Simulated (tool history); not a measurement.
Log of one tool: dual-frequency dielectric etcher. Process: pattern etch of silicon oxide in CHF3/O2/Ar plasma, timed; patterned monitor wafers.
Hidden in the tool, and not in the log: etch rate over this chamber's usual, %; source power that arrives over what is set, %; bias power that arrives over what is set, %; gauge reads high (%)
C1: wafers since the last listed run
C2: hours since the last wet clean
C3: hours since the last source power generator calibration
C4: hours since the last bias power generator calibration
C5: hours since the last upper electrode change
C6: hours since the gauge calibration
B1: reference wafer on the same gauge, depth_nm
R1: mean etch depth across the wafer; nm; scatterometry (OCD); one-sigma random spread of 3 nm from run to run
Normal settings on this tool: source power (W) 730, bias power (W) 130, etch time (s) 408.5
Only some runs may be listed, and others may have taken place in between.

Run 1, day 0.000: usual settings; C1 0; C2 353.8; C3 1272.6; C4 3011.2; C5 2485.0; C6 1980.5; B1 813.9. Result: R1 800.2 nm.
Run 2, day 1.529: usual settings but etch time (s) 474.5; C1 133; C2 390.5; C3 1309.3; C4 3047.9; C5 2521.7; C6 2017.2; B1 814.6. Result: R1 935.4 nm.
At day 3.154: wet clean of the chamber.
Run 3, day 3.175: usual settings but etch time (s) 474.5; C1 56; C2 0.5; C3 1348.8; C4 3087.4; C5 2561.2; C6 2056.7; B1 815.6. Result: R1 914.1 nm.
At day 4.558: upper electrode replaced.
Run 4, day 6.442: usual settings; C1 198; C2 78.9; C3 1427.2; C4 3165.8; C5 45.2; C6 2135.1; B1 815.0. Result: R1 789.5 nm.
Run 5, day 8.904: usual settings; C1 215; C2 138.0; C3 1486.3; C4 3224.9; C5 104.3; C6 2194.2; B1 815.7. Result: R1 794.1 nm.
At day 9.517: gauge calibrated.
At day 10.300: bias power generator calibrated.
Run 6, day 11.375: usual settings; C1 201; C2 197.3; C3 1545.6; C4 25.8; C5 163.6; C6 44.6; B1 815.5. Result: R1 794.5 nm.
Run 7, day 12.392: usual settings but bias power (W) 122; C1 88; C2 221.7; C3 1570.0; C4 50.2; C5 188.0; C6 69.0; B1 814.4. Result: R1 771.8 nm.
Run 8, day 13.750: usual settings but bias power (W) 122; C1 118; C2 254.3; C3 1602.6; C4 82.8; C5 220.6; C6 101.6; B1 815.7. Result: R1 773.1 nm.
Run 9, day 15.567: usual settings; C1 158; C2 297.9; C3 1646.2; C4 126.4; C5 264.2; C6 145.2; B1 814.1. Result: R1 799.8 nm.
Run 10, day 17.021: usual settings; C1 127; C2 332.8; C3 1681.1; C4 161.3; C5 299.1; C6 180.1; B1 815.4. Result: R1 805.7 nm.
Run 11, day 18.521: usual settings but bias power (W) 145; C1 131; C2 368.8; C3 1717.1; C4 197.3; C5 335.1; C6 216.1; B1 814.3. Result: R1 848.8 nm.
Run 12, day 19.604: usual settings but bias power (W) 138; C1 94; C2 394.8; C3 1743.1; C4 223.3; C5 361.1; C6 242.1; B1 815.5. Result: R1 826.7 nm.
At day 21.308: wet clean of the chamber.
Run 13, day 22.258: usual settings; C1 144; C2 22.8; C3 1806.8; C4 287.0; C5 424.8; C6 305.8; B1 815.7. Result: R1 784.0 nm.
Run 14, day 25.333: usual settings but bias power (W) 144, etch time (s) 306.5; C1 269; C2 96.6; C3 1880.6; C4 360.8; C5 498.6; C6 379.6; B1 815.5. Result: R1 621.5 nm.
Run 15, day 27.608: usual settings; C1 199; C2 151.2; C3 1935.2; C4 415.4; C5 553.2; C6 434.2; B1 814.5. Result: R1 797.6 nm.
Run 16, day 29.350: usual settings but etch time (s) 364.5; C1 152; C2 193.0; C3 1977.0; C4 457.2; C5 595.0; C6 476.0; B1 814.2. Result: R1 706.0 nm.
Run 17, day 32.096: usual settings; C1 240; C2 258.9; C3 2042.9; C4 523.1; C5 660.9; C6 541.9; B1 815.0. Result: R1 801.2 nm.
At day 34.067: source power generator calibrated.
Run 18, day 34.975: usual settings but source power (W) 560, etch time (s) 377.5; C1 237; C2 328.0; C3 21.8; C4 592.2; C5 730.0; C6 611.0; B1 815.3. Result: R1 617.0 nm.
Run 19, day 37.721: usual settings but etch time (s) 474.5; C1 240; C2 393.9; C3 87.7; C4 658.1; C5 795.9; C6 676.9; B1 815.2. Result: R1 945.2 nm.
At day 39.767: wet clean of the chamber.
Run 20, day 40.571: usual settings but source power (W) 650, bias power (W) 115, etch time (s) 358.5; C1 161; C2 19.3; C3 156.1; C4 726.5; C5 864.3; C6 745.3; B1 815.0. Result: R1 607.9 nm.
Run 21, day 42.517: usual settings but source power (W) 570, bias power (W) 121, etch time (s) 446.5; C1 170; C2 66.0; C3 202.8; C4 773.2; C5 911.0; C6 792.0; B1 814.4. Result: R1 704.3 nm.
Run 22, day 44.892: usual settings but etch time (s) 305.5; C1 207; C2 123.0; C3 259.8; C4 830.2; C5 968.0; C6 849.0; B1 815.3. Result: R1 591.1 nm.
Run 23, day 47.612: usual settings but bias power (W) 120; C1 238; C2 188.3; C3 325.1; C4 895.5; C5 1033.3; C6 914.3; B1 814.8. Result: R1 770.1 nm.
Run 24, day 50.417: usual settings; C1 245; C2 255.6; C3 392.4; C4 962.8; C5 1100.6; C6 981.6; B1 815.5. Result: R1 798.5 nm.
Run 25, day 51.758: usual settings but etch time (s) 341.0; C1 117; C2 287.8; C3 424.6; C4 995.0; C5 1132.8; C6 1013.8; B1 814.8. Result: R1 670.7 nm.
Run 26, day 54.292: usual settings but bias power (W) 156, etch time (s) 455.0; C1 221; C2 348.6; C3 485.4; C4 1055.8; C5 1193.6; C6 1074.6; B1 815.5. Result: R1 971.8 nm.
Run 27, day 57.050: usual settings; C1 241; C2 414.8; C3 551.6; C4 1122.0; C5 1259.8; C6 1140.8; B1 813.3. Result: R1 810.0 nm.
Run 28, day 58.417: usual settings but bias power (W) 117; C1 119; C2 447.6; C3 584.4; C4 1154.8; C5 1292.6; C6 1173.6; B1 815.1. Result: R1 768.9 nm.
Run 29, day 60.500: usual settings but bias power (W) 108; C1 182; C2 497.6; C3 634.4; C4 1204.8; C5 1342.6; C6 1223.6; B1 815.9. Result: R1 741.8 nm.
At day 61.808: wet clean of the chamber.
Run 30, day 61.829: usual settings; C1 28; C2 0.5; C3 666.3; C4 1236.7; C5 1374.5; C6 1255.5; B1 815.8. Result: R1 787.8 nm.

Predict each of these 4 candidate next runs independently; none follows another, all start after run 30:
Run A, day 61.850: usual settings but etch time (s) 505.0; C1 1; C2 1.0; C3 666.8; C4 1237.2; C5 1375.0; C6 1256.0; B1 ?. Result: R1 ?.
Run B, day 61.850: usual settings but source power (W) 630, bias power (W) 139, etch time (s) 345.5; C1 1; C2 1.0; C3 666.8; C4 1237.2; C5 1375.0; C6 1256.0; B1 ?. Result: R1 ?.
Run C, day 61.850: usual settings but bias power (W) 106; C1 1; C2 1.0; C3 666.8; C4 1237.2; C5 1375.0; C6 1256.0; B1 ?. Result: R1 ?.
Run D, day 61.850: usual settings but source power (W) 680, bias power (W) 101; C1 1; C2 1.0; C3 666.8; C4 1237.2; C5 1375.0; C6 1256.0; B1 ?. Result: R1 ?.

run     B1     R1
  A  815.5  974.6
  B  815.5  624.4
  C  815.5  717.4
  D  815.5  669.2
The same runs, with their run-to-run variation unchanged, on a tool lacking any hidden condition would have given:
run     R1
  A  975.6
  B  625.0
  C  718.1
  D  669.8

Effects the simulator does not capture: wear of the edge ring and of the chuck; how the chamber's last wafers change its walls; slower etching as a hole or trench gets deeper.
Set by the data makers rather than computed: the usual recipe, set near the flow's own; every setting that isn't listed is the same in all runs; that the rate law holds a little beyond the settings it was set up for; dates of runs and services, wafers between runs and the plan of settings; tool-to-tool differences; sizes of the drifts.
